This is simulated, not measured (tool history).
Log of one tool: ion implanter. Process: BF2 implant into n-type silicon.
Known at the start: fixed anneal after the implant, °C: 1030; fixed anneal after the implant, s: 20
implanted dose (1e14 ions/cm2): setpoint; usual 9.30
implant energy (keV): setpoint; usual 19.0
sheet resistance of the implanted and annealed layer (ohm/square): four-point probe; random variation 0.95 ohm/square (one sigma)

run,hour,implanted dose (1e14 ions/cm2),implant energy (keV),wafers since the last listed run,hours since the last dose calibration,hours since the extraction supply was calibrated,hours since the gauge calibration,"read-back reference wafer on the same gauge, sheet resistance",sheet resistance of the implanted and annealed layer (ohm/square)
1,0.0,9.30,19.0,0,1716.4,6782.7,190.3,161.86,160.79
2,12.8,9.30,19.0,329,1729.2,6795.5,203.1,161.90,160.93
3,29.3,7.31,14.5,424,1745.7,6812.0,219.6,161.95,196.99
4,59.1,9.30,19.0,766,1775.5,6841.8,249.4,161.66,160.81
5,89.6,9.30,19.0,784,1806.0,6872.3,279.9,161.96,160.61
6,122.4,9.30,19.0,843,1838.8,6905.1,312.7,162.01,159.01
7,147.3,9.30,19.0,640,1863.7,6930.0,337.6,161.85,159.57
# hour 153.7: gauge calibrated
8,170.1,8.57,19.0,586,1886.5,6952.8,16.4,161.85,166.42
9,195.3,10.92,21.0,647,1911.7,6978.0,41.6,162.23,143.35
# hour 212.5: extraction supply calibrated
10,225.7,10.83,13.0,575,1942.1,13.2,72.0,162.05,164.67
# hour 255.5: Faraday cup replaced and dose calibrated
11,256.0,9.30,19.0,573,0.5,43.5,102.3,161.90,159.27
12,279.6,9.30,19.0,606,24.1,67.1,125.9,161.75,158.91
13,297.7,9.30,21.5,465,42.2,85.2,144.0,161.93,153.28
14,327.1,9.30,22.5,755,71.6,114.6,173.4,161.94,152.57
15,342.9,9.30,19.0,406,87.4,130.4,189.2,162.21,160.12
16,370.5,9.30,25.5,709,115.0,158.0,216.8,161.89,146.86

3 ways to go on from here, each from the tool as it stands after run 16. What would each give?
A,370.9,10.20,19.0,10,115.4,158.4,217.2,?,?
B,370.9,6.79,21.0,10,115.4,158.4,217.2,?,?
C,370.9,8.32,19.0,10,115.4,158.4,217.2,?,?

run,"read-back reference wafer on the same gauge, sheet resistance",sheet resistance of the implanted and annealed layer (ohm/square)
A,161.88,153.26
B,161.88,189.24
C,161.88,170.41
Without the tool's hidden state the same runs would have given:
run,sheet resistance of the implanted and annealed layer (ohm/square)
A,153.26
B,189.24
C,170.41
